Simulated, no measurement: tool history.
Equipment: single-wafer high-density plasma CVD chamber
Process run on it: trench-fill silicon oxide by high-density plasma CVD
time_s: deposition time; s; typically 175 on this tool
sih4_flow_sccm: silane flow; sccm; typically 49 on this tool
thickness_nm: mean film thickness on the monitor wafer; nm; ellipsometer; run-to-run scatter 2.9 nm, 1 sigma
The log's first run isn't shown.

| run | hour | time_s | sih4_flow_sccm | wafers since the last listed run | hours since the silane flow controller was replaced | hours since the gauge calibration | read-back reference wafer on the same gauge, thickness_nm | thickness_nm |
|---|---|---|---|---|---|---|---|---|
| 2 | 32.0 | 175 | 49 | 207 | 1717.0 | 83.5 | 804.075 | 985.646 |
| 3 | 49.8 | 175 | 49 | 115 | 1734.8 | 101.3 | 803.135 | 982.583 |
| 4 | 84.5 | 175 | 49 | 224 | 1769.5 | 136.0 | 804.025 | 984.746 |
| 5 | 119.2 | 187 | 49 | 224 | 1804.2 | 170.7 | 803.098 | 1052.886 |
| 6 | 138.1 | 175 | 51 | 122 | 1823.1 | 189.6 | 803.283 | 1023.436 |
| 7 | 156.9 | 188 | 42 | 121 | 1841.9 | 208.4 | 802.789 | 915.753 |
| 8 | 187.1 | 188 | 42 | 195 | 1872.1 | 238.6 | 803.155 | 915.230 |
| 9 | 207.6 | 175 | 49 | 132 | 1892.6 | 259.1 | 804.682 | 986.489 |
| 10 | 231.1 | 175 | 49 | 152 | 1916.1 | 282.6 | 804.147 | 988.103 |
| 11 | 246.3 | 175 | 49 | 98 | 1931.3 | 297.8 | 804.336 | 990.294 |
| 12 | 272.6 | 175 | 49 | 170 | 1957.6 | 324.1 | 803.741 | 993.231 |
| 13 | 289.0 | 175 | 49 | 106 | 1974.0 | 340.5 | 803.557 | 986.238 |
| 14 | 312.8 | 175 | 52 | 154 | 1997.8 | 364.3 | 803.810 | 1042.098 |
| 15 | 334.4 | 175 | 49 | 139 | 2019.4 | 385.9 | 804.677 | 986.647 |
|  | 343.6 | gauge calibrated |
| 16 | 361.1 | 175 | 55 | 172 | 2046.1 | 17.5 | 803.846 | 1104.058 |
| 17 | 380.0 | 175 | 49 | 122 | 2065.0 | 36.4 | 803.276 | 991.044 |
| 18 | 405.0 | 175 | 40 | 161 | 2090.0 | 61.4 | 803.217 | 815.443 |
| 19 | 426.9 | 184 | 56 | 141 | 2111.9 | 83.3 | 803.497 | 1181.339 |
| 20 | 452.9 | 175 | 41 | 168 | 2137.9 | 109.3 | 803.308 | 838.479 |

Predict the results of run 21:
| 21 | 488.2 | 146 | 58 | 228 | 2173.2 | 144.6 | ? | ? |

Run 21 came out at read-back reference wafer on the same gauge, thickness_nm 804.162, thickness_nm 972.651 nm.
With no hidden state in the tool, this same run would have given thickness_nm 935.422 nm.

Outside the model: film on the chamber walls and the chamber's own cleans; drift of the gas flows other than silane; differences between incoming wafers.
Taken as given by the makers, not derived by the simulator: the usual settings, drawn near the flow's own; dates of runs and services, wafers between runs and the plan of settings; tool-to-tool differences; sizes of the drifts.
